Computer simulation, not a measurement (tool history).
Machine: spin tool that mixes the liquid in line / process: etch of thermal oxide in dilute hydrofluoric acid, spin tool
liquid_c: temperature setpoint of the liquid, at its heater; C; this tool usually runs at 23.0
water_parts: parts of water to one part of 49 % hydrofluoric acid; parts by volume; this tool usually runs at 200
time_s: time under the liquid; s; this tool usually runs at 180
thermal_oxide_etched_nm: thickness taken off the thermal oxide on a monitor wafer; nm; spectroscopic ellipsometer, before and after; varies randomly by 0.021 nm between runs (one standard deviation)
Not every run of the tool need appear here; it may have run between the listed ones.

run,day,liquid_c,water_parts,time_s,wafers since the last listed run,hours since the thermometer was replaced,hours since the hydrofluoric acid flow meter was replaced,hours since the gauge calibration,"read-back film thickness of the thermal oxide reference wafer, read on the same gauge (nm)",thermal_oxide_etched_nm
1,0.000,23.0,200,120,0,785.6,631.1,313.2,149.997,2.341
2,4.100,23.0,200,120,806,884.0,729.5,411.6,149.998,2.319
3,8.267,23.0,200,120,819,984.0,829.5,511.6,150.019,2.323
4,10.646,23.0,200,180,468,1041.1,886.6,568.7,149.979,3.471
5,12.812,23.0,200,180,426,1093.1,938.6,620.7,149.986,3.504
6,15.842,20.0,200,180,595,1165.8,1011.3,693.4,149.997,3.094
7,18.579,20.0,200,180,538,1231.5,1077.0,759.1,149.994,3.059
8,20.475,23.0,200,255,372,1277.0,1122.5,804.6,150.007,4.855
9,22.892,23.0,200,255,475,1335.0,1180.5,862.6,150.001,4.913
10,27.162,23.0,200,255,840,1437.5,1283.0,965.1,150.003,4.868
11,31.104,23.0,200,180,775,1532.1,1377.6,1059.7,150.008,3.430
12,34.950,23.0,200,180,756,1624.4,1469.9,1152.0,149.993,3.411
13,38.100,23.0,200,180,619,1700.0,1545.5,1227.6,149.989,3.398
14,40.892,23.0,200,180,549,1767.0,1612.5,1294.6,150.008,3.389
15,44.300,23.0,200,180,670,1848.8,1694.3,1376.4,150.016,3.447
# day 46.388: hydrofluoric acid flow meter replaced
16,47.754,23.0,200,180,671,1931.7,32.8,1459.3,150.000,3.431
17,51.779,21.0,270,115,791,2028.3,129.4,1555.9,150.008,1.394
18,53.412,20.0,235,95,321,2067.5,168.6,1595.1,150.005,1.299
19,57.367,24.5,200,180,777,2162.4,263.5,1690.0,150.001,3.549
20,60.133,19.5,155,275,544,2228.8,329.9,1756.4,149.987,6.068
21,63.004,24.5,255,275,564,2297.7,398.8,1825.3,150.001,4.002
22,65.267,19.0,200,180,445,2352.0,453.1,1879.6,149.999,2.889
23,68.621,23.0,200,180,659,2432.5,533.6,1960.1,150.012,3.338
24,70.338,18.5,105,80,337,2473.7,574.8,2001.3,150.019,2.593
# day 73.429: thermometer replaced
25,74.142,27.5,150,230,740,17.1,666.1,2092.6,150.004,7.641
# day 75.212: gauge calibrated
26,78.617,23.0,200,180,880,124.5,773.5,81.7,150.004,3.540
27,80.612,23.0,200,180,392,172.4,821.4,129.6,150.010,3.556
28,82.638,23.0,200,180,398,221.0,870.0,178.2,149.994,3.533
29,86.362,25.0,105,280,732,310.4,959.4,267.6,149.993,12.621
30,90.758,21.0,200,180,864,415.9,1064.9,373.1,150.008,3.285
31,93.650,23.0,200,180,568,485.3,1134.3,442.5,149.991,3.522
32,96.058,23.0,200,180,473,543.1,1192.1,500.3,149.999,3.515
33,99.954,23.0,200,180,766,636.6,1285.6,593.8,149.994,3.507

Here are 5 independent what-if runs from the current tool condition. What would each one return?
A,99.975,23.0,255,180,4,637.1,1286.1,594.3,?,?
B,99.975,26.0,200,180,4,637.1,1286.1,594.3,?,?
C,99.975,23.0,290,180,4,637.1,1286.1,594.3,?,?
D,99.975,25.0,175,225,4,637.1,1286.1,594.3,?,?
E,99.975,20.5,200,180,4,637.1,1286.1,594.3,?,?

run,"read-back film thickness of the thermal oxide reference wafer, read on the same gauge (nm)",thermal_oxide_etched_nm
A,149.980,2.603
B,149.980,3.920
C,149.980,2.213
D,149.980,5.550
E,149.980,3.189
The same runs, with their run-to-run variation unchanged, on a tool lacking any hidden condition would have given:
run,thermal_oxide_etched_nm
A,2.659
B,4.004
C,2.259
D,5.671
E,3.261
